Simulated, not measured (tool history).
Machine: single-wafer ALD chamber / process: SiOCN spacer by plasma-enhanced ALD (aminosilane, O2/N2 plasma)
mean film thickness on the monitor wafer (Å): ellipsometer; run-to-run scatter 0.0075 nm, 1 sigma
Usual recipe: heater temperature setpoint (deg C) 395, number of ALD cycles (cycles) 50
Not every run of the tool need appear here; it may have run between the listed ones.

| run | day | heater temperature setpoint (deg C) | number of ALD cycles (cycles) | wafers since the last listed run | hours since the last thermocouple change | hours since the gauge calibration | read-back reference wafer on the same gauge, thickness_nm | mean film thickness on the monitor wafer (Å) |
|---|---|---|---|---|---|---|---|---|
| 1 | 0.000 | 395 | 50 | 0 | 676.9 | 208.7 | 2.571 | 29.82 |
| 2 | 0.671 | 395 | 50 | 92 | 693.0 | 224.8 | 2.569 | 29.71 |
| 3 | 1.471 | 395 | 50 | 110 | 712.2 | 244.0 | 2.569 | 29.82 |
| 4 | 1.962 | 395 | 50 | 68 | 724.0 | 255.8 | 2.570 | 29.93 |
|  | 2.650 | gauge calibrated |
| 5 | 2.679 | 395 | 50 | 99 | 741.2 | 0.7 | 2.569 | 29.78 |
| 6 | 3.267 | 395 | 50 | 81 | 755.3 | 14.8 | 2.571 | 29.75 |
| 7 | 3.825 | 395 | 50 | 77 | 768.7 | 28.2 | 2.569 | 29.83 |
| 8 | 4.192 | 395 | 50 | 50 | 777.5 | 37.0 | 2.569 | 29.85 |
| 9 | 4.938 | 395 | 50 | 103 | 795.4 | 54.9 | 2.570 | 29.77 |
| 10 | 5.558 | 407 | 50 | 85 | 810.3 | 69.8 | 2.571 | 29.07 |
| 11 | 6.008 | 407 | 50 | 62 | 821.1 | 80.6 | 2.573 | 29.08 |
| 12 | 6.621 | 407 | 50 | 84 | 835.8 | 95.3 | 2.571 | 29.02 |
|  | 7.325 | thermocouple changed; heater temperature recalibrated |
| 13 | 7.346 | 404 | 46 | 54 | 0.5 | 112.7 | 2.570 | 27.13 |
| 14 | 7.496 | 404 | 46 | 20 | 4.1 | 116.3 | 2.568 | 27.26 |
| 15 | 8.158 | 404 | 46 | 91 | 20.0 | 132.2 | 2.572 | 26.93 |
| 16 | 8.654 | 395 | 44 | 68 | 31.9 | 144.1 | 2.570 | 26.14 |
| 17 | 9.325 | 395 | 44 | 92 | 48.0 | 160.2 | 2.568 | 26.15 |
| 18 | 9.708 | 395 | 50 | 53 | 57.2 | 169.4 | 2.567 | 29.75 |
| 19 | 10.075 | 402 | 47 | 50 | 66.0 | 178.2 | 2.569 | 27.84 |
| 20 | 10.721 | 401 | 54 | 89 | 81.5 | 193.7 | 2.571 | 32.08 |
| 21 | 11.212 | 404 | 46 | 68 | 93.3 | 205.5 | 2.571 | 26.98 |
| 22 | 11.525 | 395 | 41 | 43 | 100.8 | 213.0 | 2.569 | 24.50 |
| 23 | 12.079 | 402 | 60 | 76 | 114.1 | 226.3 | 2.571 | 35.68 |
| 24 | 12.771 | 395 | 50 | 95 | 130.7 | 242.9 | 2.571 | 29.80 |
| 25 | 13.204 | 395 | 50 | 59 | 141.1 | 253.3 | 2.570 | 29.77 |
| 26 | 13.583 | 391 | 57 | 52 | 150.2 | 262.4 | 2.572 | 34.06 |
| 27 | 13.883 | 391 | 55 | 41 | 157.4 | 269.6 | 2.567 | 32.79 |
|  | 14.138 | gauge calibrated |
| 28 | 14.279 | 409 | 50 | 54 | 166.9 | 3.4 | 2.570 | 28.99 |
| 29 | 14.929 | 389 | 58 | 89 | 182.5 | 19.0 | 2.569 | 34.52 |
| 30 | 15.217 | 387 | 46 | 39 | 189.4 | 25.9 | 2.571 | 27.48 |
| 31 | 15.917 | 385 | 44 | 96 | 206.2 | 42.7 | 2.570 | 26.25 |
| 32 | 16.417 | 395 | 45 | 69 | 218.2 | 54.7 | 2.569 | 26.78 |
| 33 | 16.742 | 410 | 44 | 44 | 226.0 | 62.5 | 2.571 | 25.37 |
| 34 | 17.204 | 385 | 57 | 64 | 237.1 | 73.6 | 2.570 | 34.07 |
| 35 | 17.612 | 395 | 50 | 56 | 246.9 | 83.4 | 2.570 | 29.77 |
| 36 | 18.050 | 390 | 59 | 60 | 257.4 | 93.9 | 2.570 | 35.28 |

Across each entry between runs, compare the hidden state at the last listed run before it with the hidden state at the first listed run after it:
In the gap between runs 4 and 5: gauge calibrated (day 2.650)
  nothing in the hidden state changes from one run to the other
In the gap between runs 12 and 13: thermocouple changed; heater temperature recalibrated (day 7.325)
  nothing in the hidden state changes from one run to the other
In the gap between runs 27 and 28: gauge calibrated (day 14.138)
  nothing in the hidden state changes from one run to the other

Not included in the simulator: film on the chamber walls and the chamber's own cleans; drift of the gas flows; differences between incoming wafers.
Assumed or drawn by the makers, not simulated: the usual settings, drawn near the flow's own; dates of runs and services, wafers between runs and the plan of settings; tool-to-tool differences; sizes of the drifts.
